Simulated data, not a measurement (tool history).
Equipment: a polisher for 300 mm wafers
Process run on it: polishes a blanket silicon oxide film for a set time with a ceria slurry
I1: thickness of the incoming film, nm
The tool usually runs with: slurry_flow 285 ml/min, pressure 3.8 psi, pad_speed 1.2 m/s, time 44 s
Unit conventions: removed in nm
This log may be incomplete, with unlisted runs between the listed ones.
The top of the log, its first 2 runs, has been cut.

Run 3, hour 89.3: usual settings but pressure 2.9 psi; I1 1507.6. Result: removed 185.6 nm.
At hour 96.3: worn pad replaced by a new one.
Run 4, hour 125.3: usual settings but pressure 2.9 psi; I1 1536.9. Result: removed 183.4 nm.
Run 5, hour 174.6: usual settings but pad_speed 1.4 m/s; I1 1519.3. Result: removed 260.8 nm.
Run 6, hour 210.2: usual settings but pad_speed 1.4 m/s; I1 1488.3. Result: removed 260 nm.
Run 7, hour 280.9: usual settings; I1 1505.8. Result: removed 235.4 nm.
Run 8, hour 339.3: usual settings but pressure 3.1 psi; I1 1537.2. Result: removed 187.3 nm.
At hour 381.4: worn pad replaced by a new one.
Run 9, hour 383.6: usual settings but pressure 3.1 psi; I1 1495.2. Result: removed 185.4 nm.
Run 10, hour 407.9: usual settings but pressure 3.1 psi; I1 1512. Result: removed 187.7 nm.
Run 11, hour 452.1: usual settings; I1 1514.3. Result: removed 227.6 nm.
Run 12, hour 476.6: usual settings; I1 1540.6. Result: removed 234.5 nm.
Run 13, hour 525.9: usual settings; I1 1522.7. Result: removed 232.4 nm.
Run 14, hour 577.9: usual settings; I1 1552.4. Result: removed 228.1 nm.
Run 15, hour 644.1: usual settings; I1 1524.7. Result: removed 232.8 nm.
At hour 660.3: head pressure recalibrated.
At hour 679.6: slurry nozzle cleaned.
Run 16, hour 705: usual settings; I1 1502.4. Result: removed 218.4 nm.
At hour 752.5: worn pad replaced by a new one.
Run 17, hour 769.2: usual settings but pad_speed 0.94 m/s; I1 1517.4. Result: removed 181 nm.
Run 18, hour 829.4: usual settings but slurry_flow 250 ml/min, pressure 4.6 psi, pad_speed 0.94 m/s, time 38 s; I1 1511.7. Result: removed 186.1 nm.
At hour 976.6: head pressure recalibrated, repeated, since the last time left the tool worse.
Run 19, hour 1009.2: usual settings; I1 1511. Result: removed 245.8 nm.
At hour 1041.2: worn pad replaced by a new one.
Run 20, hour 1065.7: usual settings; I1 1529.4. Result: removed 240.3 nm.
Run 21, hour 1106.6: usual settings but slurry_flow 380 ml/min, pressure 2.9 psi, pad_speed 0.8 m/s, time 34 s; I1 1513.8. Result: removed 112.2 nm.

Forecast run 22:
Run 22, hour 1169.8: usual settings but pressure 4.7 psi, pad_speed 1.62 m/s, time 52 s; I1 1486.4. Result: removed ?.

{"run 22": {"removed": 421.3}}
If the tool had no hidden condition, the same run with the same run-to-run variation would have returned removed 435.4 nm.

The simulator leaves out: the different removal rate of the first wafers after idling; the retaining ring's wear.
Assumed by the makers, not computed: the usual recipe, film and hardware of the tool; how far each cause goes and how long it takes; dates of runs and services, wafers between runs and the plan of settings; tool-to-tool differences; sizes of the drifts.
